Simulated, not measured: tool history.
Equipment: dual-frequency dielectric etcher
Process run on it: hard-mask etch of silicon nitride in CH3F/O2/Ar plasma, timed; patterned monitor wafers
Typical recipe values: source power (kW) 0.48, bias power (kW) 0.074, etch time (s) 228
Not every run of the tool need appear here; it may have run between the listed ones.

run    hour  source power (kW)  bias power (kW)  etch time (s)  read-back reference wafer on the same gauge, depth_nm  mean etch depth across the wafer (angstrom)
  1       0               0.48            0.069            228                                                  208.9                                         1853
  2    66.3               0.48            0.074          213.5                                                  208.8                                         1741
  3   122.8               0.48            0.074          213.5                                                  208.8                                         1732
  4   163.5               0.52            0.074            228                                                  208.9                                         1892
  5     234               0.52            0.074            228                                                    209                                         1873
  6   287.2               0.48            0.074            228                                                  209.3                                         1815
  7   327.1                0.4            0.061          173.5                                                  209.2                                         1247
  8   354.9               0.48            0.074          166.5                                                    209                                         1320
      465.9  -- wet clean of the chamber
  9   553.7               0.56            0.086            292                                                  209.1                                         2612
      616.8  -- source power generator calibrated
 10   617.3               0.48            0.082            228                                                  209.1                                         1904
 11   641.6               0.38            0.083          295.5                                                  208.9                                         2286
      725.1  -- upper electrode replaced
 12   725.6               0.58            0.074            185                                                  208.8                                         1582
 13   744.7               0.48            0.074            169                                                  209.2                                         1353
 14   787.9               0.57            0.074            228                                                    209                                         1924
 15   814.4               0.48            0.074            228                                                  208.8                                         1824
 16   872.4               0.37            0.091            269                                                  209.1                                         2053
 17   910.4               0.45             0.06            204                                                  209.1                                         1514
 18   952.9               0.48            0.074            228                                                  209.1                                         1790
      981.2  -- wet clean of the chamber
 19   998.4               0.48            0.074            228                                                  208.7                                         1886
     1009.5  -- bias power generator calibrated
 20  1077.6               0.37            0.082          248.5                                                    209                                         1910
 21  1135.5                0.4            0.061          173.5                                                  209.2                                         1280
 22  1203.2               0.45            0.074            228                                                  209.3                                         1792
 23  1274.5               0.54            0.067            266                                                  209.1                                         2168
 24  1299.8               0.48            0.074            228                                                  208.7                                         1810
 25  1357.2               0.56            0.068            203                                                  208.8                                         1662
     1439.6  -- wet clean of the chamber
 26  1440.1                0.4            0.074            228                                                    209                                         1787
 27  1470.1               0.54            0.067            266                                                  208.9                                         2225
 28  1495.5               0.48            0.067          166.5                                                  208.8                                         1354
 29  1560.7               0.48            0.074            228                                                    209                                         1865

List, for all runs, the conditions of the tool that the log does not record:
source power that arrives over what is set, %: 0 at every run
bias power that arrives over what is set, %: 0 at every run
gauge reads high (%): 0 at every run
H1: etch rate over this chamber's usual, %
run      H1
  1  -0.619
  2   -1.29
  3   -1.86
  4   -2.28
  5   -2.99
  6   -3.53
  7   -3.94
  8   -4.22
  9  -0.555
 10    -1.2
 11   -1.45
 12    -2.3
 13   -2.49
 14   -2.93
 15    -3.2
 16   -3.79
 17   -4.17
 18    -4.6
 19   -0.53
 20   -1.33
 21   -1.92
 22   -2.61
 23   -3.33
 24   -3.59
 25   -4.17
 26   0.122
 27  -0.182
 28   -0.44
 29    -1.1
